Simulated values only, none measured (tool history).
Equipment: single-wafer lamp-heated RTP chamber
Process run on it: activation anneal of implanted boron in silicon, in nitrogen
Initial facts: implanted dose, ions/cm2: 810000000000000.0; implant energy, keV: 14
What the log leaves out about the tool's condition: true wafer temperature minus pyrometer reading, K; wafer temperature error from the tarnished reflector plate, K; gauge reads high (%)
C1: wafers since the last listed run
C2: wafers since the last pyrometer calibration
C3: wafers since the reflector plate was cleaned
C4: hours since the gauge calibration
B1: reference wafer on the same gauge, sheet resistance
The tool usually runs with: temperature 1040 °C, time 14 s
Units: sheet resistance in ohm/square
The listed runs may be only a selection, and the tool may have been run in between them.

run 1 hour=0.0 | temperature=1040 time=14 | C1=0 C2=11226 C3=12719 C4=2444.7 | B1=159.01 | sheet_resistance=146.74
-- hour=81.2 pyrometer window cleaned and pyrometer calibrated
run 2 hour=84.8 | temperature=1040 time=14 | C1=1762 C2=81 C3=14482 C4=2529.5 | B1=158.97 | sheet_resistance=147.20
-- hour=95.9 reflector plate cleaned
run 3 hour=187.7 | temperature=1056 time=14 | C1=2178 C2=2260 C3=2108 C4=2632.4 | B1=159.00 | sheet_resistance=146.27
run 4 hour=230.0 | temperature=1040 time=14 | C1=970 C2=3230 C3=3078 C4=2674.7 | B1=159.06 | sheet_resistance=146.88
run 5 hour=272.4 | temperature=1040 time=14 | C1=973 C2=4204 C3=4052 C4=2717.1 | B1=158.97 | sheet_resistance=146.99
run 6 hour=342.0 | temperature=1040 time=14 | C1=1597 C2=5801 C3=5649 C4=2786.7 | B1=159.09 | sheet_resistance=147.02
run 7 hour=442.7 | temperature=1040 time=7 | C1=2311 C2=8113 C3=7961 C4=2887.4 | B1=159.00 | sheet_resistance=147.78
run 8 hour=535.1 | temperature=1040 time=7 | C1=2120 C2=10233 C3=10081 C4=2979.8 | B1=159.05 | sheet_resistance=148.05
-- hour=580.3 gauge calibrated
run 9 hour=584.1 | temperature=1040 time=14 | C1=1124 C2=11358 C3=11206 C4=3.8 | B1=159.00 | sheet_resistance=146.81
-- hour=639.3 pyrometer window cleaned and pyrometer calibrated
-- hour=708.6 reflector plate cleaned
run 10 hour=734.8 | temperature=1040 time=14 | C1=3091 C2=2008 C3=601 C4=154.5 | B1=158.94 | sheet_resistance=147.03
run 11 hour=839.1 | temperature=1040 time=8 | C1=2394 C2=4402 C3=2995 C4=258.8 | B1=159.13 | sheet_resistance=147.74
run 12 hour=941.4 | temperature=1040 time=8 | C1=2348 C2=6750 C3=5343 C4=361.1 | B1=158.99 | sheet_resistance=147.71
run 13 hour=1001.8 | temperature=1051 time=9 | C1=1386 C2=8136 C3=6730 C4=421.5 | B1=158.99 | sheet_resistance=146.92
run 14 hour=1049.3 | temperature=1040 time=14 | C1=1090 C2=9227 C3=7820 C4=469.0 | B1=158.97 | sheet_resistance=146.99
run 15 hour=1116.0 | temperature=1026 time=14 | C1=1530 C2=10758 C3=9351 C4=535.7 | B1=158.96 | sheet_resistance=148.13
-- hour=1203.8 pyrometer window cleaned and pyrometer calibrated
run 16 hour=1215.3 | temperature=1010 time=22 | C1=2095 C2=263 C3=11447 C4=635.0 | B1=159.05 | sheet_resistance=149.73
-- hour=1268.1 reflector plate cleaned
run 17 hour=1446.6 | temperature=1022 time=14 | C1=5125 C2=5389 C3=4097 C4=866.3 | B1=158.89 | sheet_resistance=148.69
run 18 hour=1483.0 | temperature=1026 time=21 | C1=835 C2=6224 C3=4933 C4=902.7 | B1=159.11 | sheet_resistance=147.40
run 19 hour=1573.8 | temperature=1030 time=11 | C1=2084 C2=8308 C3=7017 C4=993.5 | B1=158.91 | sheet_resistance=148.15
run 20 hour=1668.4 | temperature=1068 time=14 | C1=2171 C2=10480 C3=9188 C4=1088.1 | B1=159.15 | sheet_resistance=145.80
run 21 hour=1770.7 | temperature=1040 time=7 | C1=2348 C2=12828 C3=11536 C4=1190.4 | B1=158.92 | sheet_resistance=148.12
-- hour=1779.9 pyrometer window cleaned and pyrometer calibrated
run 22 hour=1848.2 | temperature=1023 time=10 | C1=1595 C2=1567 C3=13132 C4=1267.9 | B1=158.96 | sheet_resistance=149.22
run 23 hour=1906.5 | temperature=1028 time=6 | C1=1338 C2=2906 C3=14470 C4=1326.2 | B1=158.97 | sheet_resistance=149.20
-- hour=1948.7 reflector plate cleaned
run 24 hour=1961.4 | temperature=1040 time=14 | C1=1076 C2=3982 C3=290 C4=1381.1 | B1=159.03 | sheet_resistance=147.00
run 25 hour=2066.4 | temperature=1061 time=14 | C1=2410 C2=6392 C3=2700 C4=1486.1 | B1=159.04 | sheet_resistance=145.95
run 26 hour=2133.7 | temperature=1014 time=14 | C1=1544 C2=7937 C3=4245 C4=1553.4 | B1=158.97 | sheet_resistance=150.10
run 27 hour=2186.7 | temperature=1040 time=14 | C1=1216 C2=9153 C3=5461 C4=1606.4 | B1=158.94 | sheet_resistance=146.97
run 28 hour=2266.6 | temperature=1028 time=18 | C1=1833 C2=10987 C3=7295 C4=1686.3 | B1=159.09 | sheet_resistance=147.59
run 29 hour=2306.0 | temperature=1040 time=14 | C1=904 C2=11892 C3=8200 C4=1725.7 | B1=159.05 | sheet_resistance=147.13
-- hour=2331.2 pyrometer window cleaned and pyrometer calibrated
run 30 hour=2386.7 | temperature=1021 time=8 | C1=1668 C2=1273 C3=9868 C4=1806.4 | B1=159.07 | sheet_resistance=149.53
run 31 hour=2461.8 | temperature=1024 time=19 | C1=1723 C2=2996 C3=11592 C4=1881.5 | B1=158.99 | sheet_resistance=147.56
run 32 hour=2502.2 | temperature=1020 time=7 | C1=927 C2=3924 C3=12519 C4=1921.9 | B1=158.97 | sheet_resistance=150.49
-- hour=2535.2 reflector plate cleaned
run 33 hour=2564.1 | temperature=1060 time=9 | C1=1237 C2=5161 C3=662 C4=1983.8 | B1=159.08 | sheet_resistance=147.11
run 34 hour=2617.2 | temperature=1016 time=14 | C1=1218 C2=6380 C3=1881 C4=2036.9 | B1=159.04 | sheet_resistance=149.89
run 35 hour=2677.7 | temperature=1028 time=18 | C1=1388 C2=7768 C3=3269 C4=2097.4 | B1=159.00 | sheet_resistance=147.49

Branching from run 35: 5 alternative next runs. What would each branch give?
run A hour=2678.1 | temperature=1040 time=22 | C1=9 C2=7778 C3=3279 C4=2097.8 | B1=? | sheet_resistance=?
run B hour=2678.1 | temperature=1040 time=18 | C1=9 C2=7778 C3=3279 C4=2097.8 | B1=? | sheet_resistance=?
run C hour=2678.1 | temperature=1051 time=20 | C1=9 C2=7778 C3=3279 C4=2097.8 | B1=? | sheet_resistance=?
run D hour=2678.1 | temperature=1014 time=21 | C1=9 C2=7778 C3=3279 C4=2097.8 | B1=? | sheet_resistance=?
run E hour=2678.1 | temperature=1054 time=21 | C1=9 C2=7778 C3=3279 C4=2097.8 | B1=? | sheet_resistance=?

run=A B1=159.03 sheet_resistance=146.21
run=B B1=159.03 sheet_resistance=146.62
run=C B1=159.03 sheet_resistance=145.76
run=D B1=159.03 sheet_resistance=149.11
run=E B1=159.03 sheet_resistance=145.51
Take away the tool's hidden state, keep each run's random variation, and the runs would have read:
run=A sheet_resistance=146.21
run=B sheet_resistance=146.62
run=C sheet_resistance=145.76
run=D sheet_resistance=149.11
run=E sheet_resistance=145.51
